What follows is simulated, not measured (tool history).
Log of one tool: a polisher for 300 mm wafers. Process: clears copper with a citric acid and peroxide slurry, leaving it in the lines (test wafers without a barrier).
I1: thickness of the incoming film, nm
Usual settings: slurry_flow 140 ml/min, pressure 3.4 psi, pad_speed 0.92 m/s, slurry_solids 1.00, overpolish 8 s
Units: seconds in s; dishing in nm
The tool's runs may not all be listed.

{"run": 1, "day": 0.0, "slurry_flow": 140, "pressure": 2.6, "pad_speed": 0.92, "slurry_solids": 0.9, "overpolish": 8, "I1": 189.0, "seconds": 114.9, "dishing": 8.9}
{"run": 2, "day": 0.525, "slurry_flow": 140, "pressure": 2.6, "pad_speed": 0.92, "slurry_solids": 0.9, "overpolish": 8, "I1": 191.0, "seconds": 112.5, "dishing": 8.9}
{"run": 3, "day": 1.192, "slurry_flow": 140, "pressure": 2.6, "pad_speed": 0.92, "slurry_solids": 0.9, "overpolish": 8, "I1": 189.0, "seconds": 114.7, "dishing": 8.8}
{"run": 4, "day": 1.55, "slurry_flow": 140, "pressure": 3.4, "pad_speed": 1.1, "slurry_solids": 1.0, "overpolish": 8, "I1": 192.9, "seconds": 79.3, "dishing": 12.3}
{"day": 1.842, "done": "slurry blender recalibrated"}
{"day": 2.058, "done": "worn pad replaced by a new one"}
{"run": 5, "day": 3.138, "slurry_flow": 140, "pressure": 3.4, "pad_speed": 1.1, "slurry_solids": 1.0, "overpolish": 8, "I1": 188.1, "seconds": 72.4, "dishing": 12.9}
{"run": 6, "day": 3.675, "slurry_flow": 140, "pressure": 3.4, "pad_speed": 0.68, "slurry_solids": 0.85, "overpolish": 8, "I1": 188.7, "seconds": 106.4, "dishing": 9.5}
{"run": 7, "day": 4.267, "slurry_flow": 140, "pressure": 3.4, "pad_speed": 0.68, "slurry_solids": 0.85, "overpolish": 8, "I1": 189.9, "seconds": 106.9, "dishing": 9.4}
{"run": 8, "day": 4.679, "slurry_flow": 140, "pressure": 3.4, "pad_speed": 0.68, "slurry_solids": 0.85, "overpolish": 8, "I1": 188.1, "seconds": 113.6, "dishing": 9.0}
{"run": 9, "day": 5.296, "slurry_flow": 140, "pressure": 3.4, "pad_speed": 0.92, "slurry_solids": 1.0, "overpolish": 11, "I1": 189.0, "seconds": 86.3, "dishing": 14.5}
{"run": 10, "day": 5.742, "slurry_flow": 140, "pressure": 3.4, "pad_speed": 0.92, "slurry_solids": 1.0, "overpolish": 11, "I1": 189.6, "seconds": 91.5, "dishing": 14.1}
{"day": 5.938, "done": "worn pad replaced by a new one"}
{"day": 6.104, "done": "head pressure recalibrated"}
{"run": 11, "day": 6.162, "slurry_flow": 140, "pressure": 3.4, "pad_speed": 1.16, "slurry_solids": 1.0, "overpolish": 8, "I1": 190.6, "seconds": 78.6, "dishing": 12.4}
{"day": 6.567, "done": "slurry nozzle cleaned"}
{"run": 12, "day": 6.629, "slurry_flow": 140, "pressure": 3.4, "pad_speed": 1.16, "slurry_solids": 1.0, "overpolish": 8, "I1": 188.6, "seconds": 67.0, "dishing": 14.2}
{"run": 13, "day": 7.125, "slurry_flow": 140, "pressure": 3.4, "pad_speed": 0.92, "slurry_solids": 1.0, "overpolish": 8, "I1": 189.4, "seconds": 80.4, "dishing": 11.9}
{"run": 14, "day": 7.85, "slurry_flow": 140, "pressure": 3.4, "pad_speed": 0.92, "slurry_solids": 1.0, "overpolish": 8, "I1": 189.0, "seconds": 80.4, "dishing": 11.8}
{"run": 15, "day": 8.283, "slurry_flow": 140, "pressure": 2.3, "pad_speed": 1.08, "slurry_solids": 1.15, "overpolish": 11, "I1": 190.5, "seconds": 104.3, "dishing": 12.5}
{"run": 16, "day": 8.704, "slurry_flow": 140, "pressure": 4.3, "pad_speed": 0.68, "slurry_solids": 0.9, "overpolish": 12, "I1": 190.6, "seconds": 84.1, "dishing": 15.7}
{"run": 17, "day": 9.042, "slurry_flow": 190, "pressure": 3.0, "pad_speed": 0.7, "slurry_solids": 1.1, "overpolish": 8, "I1": 189.3, "seconds": 107.4, "dishing": 9.6}
{"day": 9.288, "done": "worn pad replaced by a new one"}
{"run": 18, "day": 9.779, "slurry_flow": 110, "pressure": 3.4, "pad_speed": 1.1, "slurry_solids": 0.75, "overpolish": 8, "I1": 189.7, "seconds": 87.6, "dishing": 11.0}
{"day": 10.038, "done": "slurry blender recalibrated"}
{"run": 19, "day": 11.167, "slurry_flow": 140, "pressure": 4.2, "pad_speed": 0.92, "slurry_solids": 1.0, "overpolish": 8, "I1": 190.5, "seconds": 64.1, "dishing": 14.5}
{"run": 20, "day": 11.85, "slurry_flow": 100, "pressure": 2.6, "pad_speed": 0.92, "slurry_solids": 1.0, "overpolish": 8, "I1": 192.4, "seconds": 115.2, "dishing": 9.0}
{"run": 21, "day": 12.521, "slurry_flow": 120, "pressure": 3.4, "pad_speed": 0.92, "slurry_solids": 0.75, "overpolish": 8, "I1": 189.8, "seconds": 92.0, "dishing": 10.6}
{"day": 13.146, "done": "worn pad replaced by a new one"}
{"run": 22, "day": 13.167, "slurry_flow": 100, "pressure": 3.4, "pad_speed": 1.12, "slurry_solids": 1.0, "overpolish": 8, "I1": 191.2, "seconds": 84.2, "dishing": 12.1}
{"run": 23, "day": 13.592, "slurry_flow": 140, "pressure": 3.4, "pad_speed": 0.92, "slurry_solids": 1.0, "overpolish": 8, "I1": 188.6, "seconds": 81.2, "dishing": 11.7}
{"run": 24, "day": 14.671, "slurry_flow": 140, "pressure": 3.4, "pad_speed": 0.92, "slurry_solids": 1.0, "overpolish": 8, "I1": 188.5, "seconds": 86.9, "dishing": 11.4}
{"run": 25, "day": 15.171, "slurry_flow": 125, "pressure": 3.9, "pad_speed": 0.92, "slurry_solids": 1.0, "overpolish": 8, "I1": 191.2, "seconds": 82.5, "dishing": 12.4}
{"run": 26, "day": 15.808, "slurry_flow": 140, "pressure": 4.4, "pad_speed": 0.92, "slurry_solids": 1.0, "overpolish": 8, "I1": 186.5, "seconds": 70.2, "dishing": 13.4}
{"day": 16.304, "done": "worn pad replaced by a new one"}
{"day": 16.325, "done": "slurry nozzle cleaned"}
{"run": 27, "day": 16.396, "slurry_flow": 105, "pressure": 3.4, "pad_speed": 0.92, "slurry_solids": 1.0, "overpolish": 8, "I1": 190.8, "seconds": 85.8, "dishing": 11.1}
{"run": 28, "day": 16.967, "slurry_flow": 140, "pressure": 3.4, "pad_speed": 0.92, "slurry_solids": 1.0, "overpolish": 8, "I1": 190.2, "seconds": 81.2, "dishing": 12.1}

3 ways to go on from here, each from the tool as it stands after run 28. What would each give?
{"run": "A", "day": 16.988, "slurry_flow": 185, "pressure": 3.4, "pad_speed": 0.92, "slurry_solids": 1.0, "overpolish": 8, "I1": 191.3, "seconds": "?", "dishing": "?"}
{"run": "B", "day": 16.988, "slurry_flow": 125, "pressure": 3.4, "pad_speed": 0.92, "slurry_solids": 1.0, "overpolish": 8, "I1": 191.3, "seconds": "?", "dishing": "?"}
{"run": "C", "day": 16.988, "slurry_flow": 140, "pressure": 2.8, "pad_speed": 0.92, "slurry_solids": 0.7, "overpolish": 4, "I1": 191.3, "seconds": "?", "dishing": "?"}

run=A seconds=78.1 dishing=12.3
run=B seconds=84.3 dishing=11.6
run=C seconds=108.3 dishing=5.1
Without the tool's hidden state the same runs would have given:
run=A seconds=69.6 dishing=13.5
run=B seconds=74.9 dishing=12.7
run=C seconds=96.8 dishing=5.6

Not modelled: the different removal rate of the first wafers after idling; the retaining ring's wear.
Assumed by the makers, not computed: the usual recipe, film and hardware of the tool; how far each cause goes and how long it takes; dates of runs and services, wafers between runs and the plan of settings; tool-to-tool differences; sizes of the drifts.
